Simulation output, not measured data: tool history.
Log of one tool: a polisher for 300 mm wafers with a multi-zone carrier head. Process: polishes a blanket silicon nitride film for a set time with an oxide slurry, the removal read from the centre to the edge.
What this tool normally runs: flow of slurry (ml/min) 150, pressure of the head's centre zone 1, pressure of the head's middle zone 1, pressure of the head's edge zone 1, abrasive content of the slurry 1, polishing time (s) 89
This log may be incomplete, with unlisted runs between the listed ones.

| run | hour | flow of slurry (ml/min) | pressure of the head's centre zone | pressure of the head's middle zone | pressure of the head's edge zone | abrasive content of the slurry | polishing time (s) | wafers since the last listed run | wafers polished on this pad | hours since the slurry nozzle was cleaned | hours since the centre zone pressure was calibrated | hours since the edge zone pressure was calibrated | hours since the carrier head's membrane was replaced | incoming thickness of the incoming film, nm | film removed at the wafer's centre (nm) | film removed at mid-radius (nm) | film removed at the wafer's edge (nm) |
|---|---|---|---|---|---|---|---|---|---|---|---|---|---|---|---|---|---|
| 1 | 0 | 130 | 1 | 1 | 1 | 1 | 89 | 0 | 367 | 3.7 | 841.1 | 338.8 | 841.2 | 475.9 | 63 | 64.7 | 63.7 |
|  | 30.2 | edge zone pressure recalibrated |
| 2 | 82.5 | 130 | 1 | 1 | 1 | 1 | 89 | 377 | 745 | 86.2 | 923.6 | 52.3 | 923.7 | 471.6 | 62.4 | 62.3 | 63.9 |
| 3 | 96.3 | 150 | 1 | 1 | 1 | 1 | 89 | 64 | 810 | 100 | 937.4 | 66.1 | 937.5 | 478.9 | 64.8 | 64.6 | 64.6 |
| 4 | 117.3 | 150 | 1 | 1 | 1 | 1 | 89 | 98 | 909 | 121 | 958.4 | 87.1 | 958.5 | 486.3 | 63.1 | 64.3 | 63.8 |
|  | 127.9 | worn pad replaced by a new one |
| 5 | 140.4 | 150 | 1 | 1 | 1 | 1 | 89 | 89 | 58 | 144.1 | 981.5 | 110.2 | 981.6 | 480.4 | 58.9 | 59.8 | 59.3 |
| 6 | 174.3 | 150 | 1 | 1 | 1 | 1 | 105 | 159 | 217 | 178 | 1015.4 | 144.1 | 1015.5 | 473.9 | 68.5 | 68.9 | 68.1 |
| 7 | 202.2 | 150 | 1 | 1 | 1 | 1 | 105 | 130 | 348 | 205.9 | 1043.3 | 172 | 1043.4 | 480.7 | 67.2 | 68 | 67.7 |
|  | 215.8 | slurry nozzle cleaned |
|  | 225.9 | worn pad replaced by a new one, repeated, since the last time left the tool worse |
| 8 | 234.9 | 150 | 1 | 1 | 1 | 1 | 105 | 130 | 42 | 19.1 | 1076 | 204.7 | 1076.1 | 473 | 81.7 | 80.5 | 81 |
|  | 242.1 | carrier head's membrane replaced by a new one |
| 9 | 255.3 | 150 | 1 | 1 | 1 | 1 | 66 | 72 | 114 | 39.5 | 1096.4 | 225.1 | 13.2 | 483.6 | 49.8 | 50.1 | 50.4 |
| 10 | 267.7 | 150 | 1 | 0.88 | 1.04 | 1 | 110 | 58 | 172 | 51.9 | 1108.8 | 237.5 | 25.6 | 474.5 | 82.5 | 75.4 | 84.1 |
| 11 | 291.6 | 150 | 1.07 | 1.09 | 1 | 1.25 | 89 | 112 | 285 | 75.8 | 1132.7 | 261.4 | 49.5 | 472.4 | 76.6 | 80.1 | 74.8 |
| 12 | 305.4 | 150 | 0.95 | 1 | 1 | 1.3 | 89 | 64 | 349 | 89.6 | 1146.5 | 275.2 | 63.3 | 478 | 74.8 | 76.6 | 75.3 |
| 13 | 338.3 | 150 | 1 | 1.08 | 1.03 | 1 | 89 | 154 | 504 | 122.5 | 1179.4 | 308.1 | 96.2 | 478.1 | 65.4 | 70.3 | 65.3 |
|  | 343.4 | centre zone pressure recalibrated |
| 14 | 353.5 | 150 | 1.06 | 1 | 0.89 | 1 | 100 | 61 | 566 | 137.7 | 10.1 | 323.3 | 111.4 | 475.7 | 73.9 | 74.2 | 70.1 |
| 15 | 375.1 | 150 | 0.94 | 1.03 | 1 | 1.1 | 89 | 101 | 667 | 159.3 | 31.7 | 344.9 | 133 | 475.5 | 66.2 | 71.3 | 70.8 |
|  | 392.8 | slurry nozzle cleaned |
|  | 399.4 | edge zone pressure recalibrated |
| 16 | 406.7 | 150 | 1.08 | 0.96 | 1.08 | 1 | 105 | 134 | 801 | 13.9 | 63.3 | 7.3 | 164.6 | 477.3 | 79.3 | 74.1 | 80.5 |
|  | 433.3 | worn pad replaced by a new one |
| 17 | 436.2 | 150 | 1 | 1 | 1 | 1 | 89 | 119 | 13 | 43.4 | 92.8 | 36.8 | 194.1 | 476.1 | 68.9 | 69.2 | 68.7 |
| 18 | 462.3 | 150 | 1 | 1 | 1 | 1.25 | 89 | 122 | 136 | 69.5 | 118.9 | 62.9 | 220.2 | 476.1 | 73.9 | 76.3 | 75.3 |
| 19 | 486.5 | 150 | 1.07 | 1 | 1 | 1 | 89 | 113 | 249 | 93.7 | 143.1 | 87.1 | 244.4 | 476 | 67.2 | 67.1 | 66.9 |
| 20 | 510.3 | 150 | 1 | 1 | 1 | 0.85 | 76 | 111 | 361 | 117.5 | 166.9 | 110.9 | 268.2 | 480.1 | 50 | 50.6 | 50.4 |
| 21 | 531.7 | 150 | 1 | 1 | 1 | 1 | 89 | 100 | 462 | 138.9 | 188.3 | 132.3 | 289.6 | 485.3 | 66.2 | 65.8 | 65.2 |

Exercise: give the hidden state of the tool at every run:
slurry flow missing at the pad, %: 0 at every run
deviation of the centre zone's pressure from its setpoint, %: 0 at every run
deviation of the edge zone's pressure from its setpoint, %: 0 at every run
H1: removal rate lost through wear of the pad, %
| run | H1 |
|---|---|
| 1 | 5.2 |
| 2 | 6.69 |
| 3 | 6.82 |
| 4 | 6.97 |
| 5 | 14 |
| 6 | 16 |
| 7 | 17 |
| 8 | 0.751 |
| 9 | 2.12 |
| 10 | 2.78 |
| 11 | 3.79 |
| 12 | 4.24 |
| 13 | 5.03 |
| 14 | 5.3 |
| 15 | 5.59 |
| 16 | 5.89 |
| 17 | 0.711 |
| 18 | 2.54 |
| 19 | 3.75 |
| 20 | 4.61 |
| 21 | 5.18 |
